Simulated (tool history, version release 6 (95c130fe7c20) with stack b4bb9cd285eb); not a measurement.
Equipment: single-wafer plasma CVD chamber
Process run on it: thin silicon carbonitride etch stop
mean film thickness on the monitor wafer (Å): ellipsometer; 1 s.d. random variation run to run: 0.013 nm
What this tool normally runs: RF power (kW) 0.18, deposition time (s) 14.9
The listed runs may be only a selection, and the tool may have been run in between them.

| run | day | RF power (kW) | deposition time (s) | read-back reference wafer on the same gauge, thickness_nm | mean film thickness on the monitor wafer (Å) |
|---|---|---|---|---|---|
| 1 | 0 | 0.2 | 17.2 | 9.972 | 101.99 |
| 2 | 2 | 0.2 | 17.2 | 9.971 | 101.58 |
| 3 | 4.588 | 0.2 | 17.2 | 9.969 | 101.52 |
| 4 | 6.762 | 0.155 | 14.9 | 9.972 | 82.73 |
| 5 | 8.183 | 0.155 | 14.9 | 9.969 | 82.94 |
|  | 10.988 | gauge calibrated |
| 6 | 11.017 | 0.18 | 14.9 | 9.972 | 85.84 |
| 7 | 12.338 | 0.18 | 14.9 | 9.966 | 85.74 |
|  | 13.842 | thermocouple changed; heater temperature recalibrated |
|  | 16.912 | RF generator calibrated |
|  | 17.483 | showerhead replaced |
| 8 | 17.5 | 0.18 | 14.9 | 9.97 | 87.2 |
| 9 | 18.954 | 0.15 | 16.5 | 9.971 | 92.52 |
| 10 | 20.217 | 0.16 | 17.6 | 9.967 | 99.99 |
| 11 | 21.346 | 0.18 | 14.9 | 9.965 | 87.08 |
| 12 | 22.383 | 0.18 | 14.9 | 9.972 | 87.25 |
| 13 | 24.446 | 0.15 | 14.9 | 9.969 | 83.51 |
| 14 | 25.604 | 0.15 | 16.3 | 9.971 | 91.03 |
| 15 | 28.408 | 0.18 | 14.9 | 9.972 | 87.06 |
| 16 | 29.912 | 0.205 | 13 | 9.969 | 78.1 |
| 17 | 32.104 | 0.205 | 16 | 9.972 | 96.27 |

Predict each of these 4 candidate next runs independently; none follows another, all start after run 17:
| A | 32.121 | 0.18 | 14.9 | ? | ? |
| B | 32.121 | 0.18 | 12 | ? | ? |
| C | 32.121 | 0.18 | 12.2 | ? | ? |
| D | 32.121 | 0.165 | 14.9 | ? | ? |

| run | read-back reference wafer on the same gauge, thickness_nm | mean film thickness on the monitor wafer (Å) |
|---|---|---|
| A | 9.971 | 86.79 |
| B | 9.971 | 69.9 |
| C | 9.971 | 71.06 |
| D | 9.971 | 85.06 |
With the hidden condition removed and each run's random variation left untouched, the same runs would have given:
| run | mean film thickness on the monitor wafer (Å) |
|---|---|
| A | 87.21 |
| B | 70.23 |
| C | 71.41 |
| D | 85.47 |

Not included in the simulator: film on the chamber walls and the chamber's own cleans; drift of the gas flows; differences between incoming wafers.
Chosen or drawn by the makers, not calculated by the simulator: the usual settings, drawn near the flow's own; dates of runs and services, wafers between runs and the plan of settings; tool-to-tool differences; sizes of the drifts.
